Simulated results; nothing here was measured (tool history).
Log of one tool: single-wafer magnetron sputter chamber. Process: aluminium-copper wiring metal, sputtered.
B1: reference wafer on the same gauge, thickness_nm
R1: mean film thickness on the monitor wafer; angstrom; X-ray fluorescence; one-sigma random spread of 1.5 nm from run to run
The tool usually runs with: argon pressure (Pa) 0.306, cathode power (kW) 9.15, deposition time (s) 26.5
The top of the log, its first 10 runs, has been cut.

Run 11, hour 119.6: usual settings; B1 410.732. Result: R1 4308.13 angstrom.
Run 12, hour 134.7: usual settings; B1 411.219. Result: R1 4326.6 angstrom.
Run 13, hour 149.1: usual settings; B1 411.281. Result: R1 4296.31 angstrom.
At hour 153.8: gauge calibrated.
Run 14, hour 165.6: usual settings; B1 410.722. Result: R1 4317.47 angstrom.
At hour 178.8: sputter target and shields replaced.
Run 15, hour 179.3: usual settings; B1 411.057. Result: R1 4428.04 angstrom.
Run 16, hour 184.1: usual settings; B1 410.924. Result: R1 4402.24 angstrom.
Run 17, hour 190.7: usual settings; B1 411.084. Result: R1 4399.38 angstrom.
At hour 231.6: magnet pack replaced.
Run 18, hour 236.5: usual settings but deposition time (s) 22.2; B1 411.37. Result: R1 3651.58 angstrom.
At hour 256.8: capacitance manometer re-zeroed and calibrated.
Run 19, hour 257.3: usual settings; B1 411.186. Result: R1 4355.33 angstrom.
Run 20, hour 260.2: usual settings but cathode power (kW) 10.45, deposition time (s) 29.6; B1 410.723. Result: R1 5314.73 angstrom.
Run 21, hour 273.3: usual settings but cathode power (kW) 11.3; B1 410.595. Result: R1 5016.43 angstrom.
Run 22, hour 290.8: usual settings but argon pressure (Pa) 0.426, cathode power (kW) 10.1; B1 410.442. Result: R1 4372.72 angstrom.
Run 23, hour 298.7: usual settings; B1 410.95. Result: R1 4364.32 angstrom.

Run 24, settings as shown, results not yet in. Your forecast:
Run 24, hour 310.2: usual settings; B1 ?. Result: R1 ?.

B1: 410.916
R1: 4312.83 angstrom
Take away the tool's hidden state, keep the run-to-run variation as it was, and the same run would have given R1 4398.31 angstrom.
